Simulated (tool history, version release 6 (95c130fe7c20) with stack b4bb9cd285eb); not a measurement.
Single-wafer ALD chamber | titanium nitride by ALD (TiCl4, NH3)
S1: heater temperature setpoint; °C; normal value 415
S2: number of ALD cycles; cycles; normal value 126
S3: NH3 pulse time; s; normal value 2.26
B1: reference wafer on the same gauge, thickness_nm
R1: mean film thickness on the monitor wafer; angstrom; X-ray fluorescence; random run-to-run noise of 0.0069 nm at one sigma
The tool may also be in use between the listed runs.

Run 1, hour 0.0: usual settings; B1 2.805. Result: R1 27.42 angstrom.
Run 2, hour 51.8: usual settings; B1 2.804. Result: R1 27.34 angstrom.
Run 3, hour 135.7: usual settings; B1 2.803. Result: R1 27.40 angstrom.
Run 4, hour 201.2: usual settings; B1 2.804. Result: R1 27.54 angstrom.
Run 5, hour 300.2: usual settings; B1 2.801. Result: R1 27.33 angstrom.
At hour 371.2: thermocouple changed; heater temperature recalibrated.
Run 6, hour 371.7: usual settings but S1 404 °C; B1 2.800. Result: R1 27.13 angstrom.
Run 7, hour 420.6: usual settings but S1 404 °C; B1 2.799. Result: R1 27.27 angstrom.
Run 8, hour 521.7: usual settings but S1 404 °C; B1 2.798. Result: R1 27.25 angstrom.
Run 9, hour 610.9: usual settings; B1 2.797. Result: R1 27.33 angstrom.
Run 10, hour 652.0: usual settings; B1 2.795. Result: R1 27.37 angstrom.
Run 11, hour 714.2: usual settings; B1 2.796. Result: R1 27.32 angstrom.
Run 12, hour 787.8: usual settings but S2 142 cycles; B1 2.793. Result: R1 30.74 angstrom.
At hour 806.8: gauge calibrated.
Run 13, hour 866.1: usual settings but S2 142 cycles; B1 2.831. Result: R1 31.13 angstrom.
Run 14, hour 932.0: usual settings; B1 2.833. Result: R1 27.56 angstrom.
Run 15, hour 993.7: usual settings; B1 2.829. Result: R1 27.66 angstrom.
Run 16, hour 1049.1: usual settings but S1 406 °C, S2 109 cycles; B1 2.831. Result: R1 23.95 angstrom.
Run 17, hour 1094.6: usual settings but S2 134 cycles; B1 2.829. Result: R1 29.29 angstrom.
Run 18, hour 1152.0: usual settings but S1 420 °C, S2 113 cycles, S3 1.78 s; B1 2.831. Result: R1 24.67 angstrom.
At hour 1213.3: showerhead replaced.
Run 19, hour 1225.5: usual settings but S1 426 °C; B1 2.827. Result: R1 27.78 angstrom.
Run 20, hour 1312.1: usual settings; B1 2.829. Result: R1 27.60 angstrom.
Run 21, hour 1398.5: usual settings but S1 424 °C, S2 111 cycles, S3 2.93 s; B1 2.823. Result: R1 24.58 angstrom.
Run 22, hour 1486.9: usual settings but S1 428 °C, S3 1.64 s; B1 2.824. Result: R1 27.32 angstrom.
Run 23, hour 1584.1: usual settings but S1 402 °C, S2 106 cycles, S3 3.08 s; B1 2.821. Result: R1 23.49 angstrom.
Run 24, hour 1698.3: usual settings; B1 2.822. Result: R1 27.67 angstrom.
Run 25, hour 1782.7: usual settings but S1 421 °C, S2 138 cycles, S3 1.67 s; B1 2.819. Result: R1 29.87 angstrom.
Run 26, hour 1836.2: usual settings but S2 110 cycles, S3 2.78 s; B1 2.822. Result: R1 24.15 angstrom.
Run 27, hour 1909.4: usual settings but S1 403 °C; B1 2.819. Result: R1 27.48 angstrom.
Run 28, hour 1956.8: usual settings but S2 110 cycles, S3 2.78 s; B1 2.820. Result: R1 24.30 angstrom.
Run 29, hour 1998.0: usual settings but S2 151 cycles, S3 1.42 s; B1 2.819. Result: R1 32.22 angstrom.
Run 30, hour 2072.8: usual settings but S1 421 °C, S3 2.74 s; B1 2.818. Result: R1 27.73 angstrom.
Run 31, hour 2128.3: usual settings but S2 107 cycles, S3 2.91 s; B1 2.816. Result: R1 23.50 angstrom.
Run 32, hour 2220.4: usual settings but S2 118 cycles, S3 2.55 s; B1 2.817. Result: R1 25.90 angstrom.
Run 33, hour 2298.8: usual settings but S1 429 °C, S2 149 cycles, S3 1.65 s; B1 2.814. Result: R1 32.17 angstrom.
Run 34, hour 2351.1: usual settings but S1 403 °C, S2 102 cycles, S3 1.92 s; B1 2.817. Result: R1 22.05 angstrom.
Run 35, hour 2404.3: usual settings; B1 2.813. Result: R1 27.54 angstrom.
Run 36, hour 2456.1: usual settings but S1 406 °C, S2 133 cycles, S3 2.94 s; B1 2.812. Result: R1 29.32 angstrom.
Run 37, hour 2494.9: usual settings; B1 2.812. Result: R1 27.53 angstrom.
Run 38, hour 2562.1: usual settings but S1 423 °C, S2 141 cycles; B1 2.812. Result: R1 30.70 angstrom.
At hour 2597.5: thermocouple changed; heater temperature recalibrated.
Run 39, hour 2656.9: usual settings but S2 111 cycles; B1 2.809. Result: R1 24.19 angstrom.

Alternative continuations, all from the tool just after run 39; predict every row:
Run A, hour 2657.6: usual settings; B1 ?. Result: R1 ?.
Run B, hour 2657.6: usual settings but S1 420 °C, S2 112 cycles, S3 1.57 s; B1 ?. Result: R1 ?.
Run C, hour 2657.6: usual settings but S1 403 °C, S3 2.80 s; B1 ?. Result: R1 ?.
Run D, hour 2657.6: usual settings but S1 425 °C, S2 105 cycles, S3 1.98 s; B1 ?. Result: R1 ?.

run     B1     R1
  A  2.809  27.40
  B  2.809  24.04
  C  2.809  27.54
  D  2.809  22.80
Take away the tool's hidden state, keep each run's random variation, and the runs would have read:
run     R1
  A  27.60
  B  24.21
  C  27.74
  D  22.96

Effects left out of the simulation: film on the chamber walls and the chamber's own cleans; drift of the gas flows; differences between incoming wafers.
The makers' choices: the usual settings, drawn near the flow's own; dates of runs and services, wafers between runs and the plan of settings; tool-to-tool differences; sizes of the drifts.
